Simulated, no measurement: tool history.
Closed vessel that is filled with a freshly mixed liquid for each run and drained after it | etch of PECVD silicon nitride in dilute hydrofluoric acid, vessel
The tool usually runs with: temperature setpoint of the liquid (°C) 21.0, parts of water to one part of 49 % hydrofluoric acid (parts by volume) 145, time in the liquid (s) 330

run   hour  temperature setpoint of the liquid (°C)  parts of water to one part of 49 % hydrofluoric acid (parts by volume)  time in the liquid (s)  read-back film thickness of the PECVD silicon nitride reference wafer, read on the same gauge (nm)  thickness taken off the PECVD silicon nitride on a monitor wafer (nm)
  1    0.0                                     21.0                                                                     145                     240                                                                                               60.66                                                                   5.21
      29.9  -- gauge calibrated
  2   35.5                                     21.0                                                                     145                     240                                                                                               60.06                                                                   5.16
  3   53.9                                     21.0                                                                     145                     330                                                                                               60.13                                                                   7.13
  4   70.4                                     22.0                                                                     145                     330                                                                                               60.07                                                                   7.58
  5   90.3                                     22.0                                                                     145                     330                                                                                               60.08                                                                   7.64
  6  102.8                                     22.0                                                                     145                     330                                                                                               60.14                                                                   7.60
  7  137.0                                     19.0                                                                     145                     330                                                                                               60.16                                                                   6.25
     145.8  -- hydrofluoric acid flow meter replaced
  8  154.8                                     21.0                                                                     145                     330                                                                                               60.19                                                                   7.13
     166.3  -- thermometer replaced
  9  169.0                                     21.0                                                                     145                     195                                                                                               60.26                                                                   4.21
 10  234.2                                     22.5                                                                     185                     440                                                                                               60.43                                                                   8.29
 11  248.3                                     21.0                                                                     145                     330                                                                                               60.49                                                                   7.18
 12  274.7                                     19.5                                                                      85                     330                                                                                               60.62                                                                  10.92
     289.2  -- gauge calibrated
 13  304.8                                     21.0                                                                     145                     330                                                                                               59.93                                                                   7.10
 14  321.7                                     19.5                                                                      85                     330                                                                                               59.90                                                                  10.83
 15  351.2                                     18.0                                                                      80                     330                                                                                               59.99                                                                  10.32
 16  379.4                                     21.0                                                                     175                     405                                                                                               59.99                                                                   7.25

Consider 3 possible next runs. They are alternatives, not a sequence: every one starts from the tool as it was left by run 16. What does each give?
  A  380.1                                     21.0                                                                     145                     330                                                                                                   ?                                                                      ?
  B  380.1                                     26.0                                                                      85                     330                                                                                                   ?                                                                      ?
  C  380.1                                     17.0                                                                     110                     235                                                                                                   ?                                                                      ?

run  read-back film thickness of the PECVD silicon nitride reference wafer, read on the same gauge (nm)  thickness taken off the PECVD silicon nitride on a monitor wafer (nm)
  A                                                                                               59.94                                                                   7.10
  B                                                                                               59.94                                                                  16.70
  C                                                                                               59.94                                                                   5.04
With the hidden condition removed and each run's random variation left untouched, the same runs would have given:
run  thickness taken off the PECVD silicon nitride on a monitor wafer (nm)
  A                                                                   7.10
  B                                                                  16.70
  C                                                                   5.04

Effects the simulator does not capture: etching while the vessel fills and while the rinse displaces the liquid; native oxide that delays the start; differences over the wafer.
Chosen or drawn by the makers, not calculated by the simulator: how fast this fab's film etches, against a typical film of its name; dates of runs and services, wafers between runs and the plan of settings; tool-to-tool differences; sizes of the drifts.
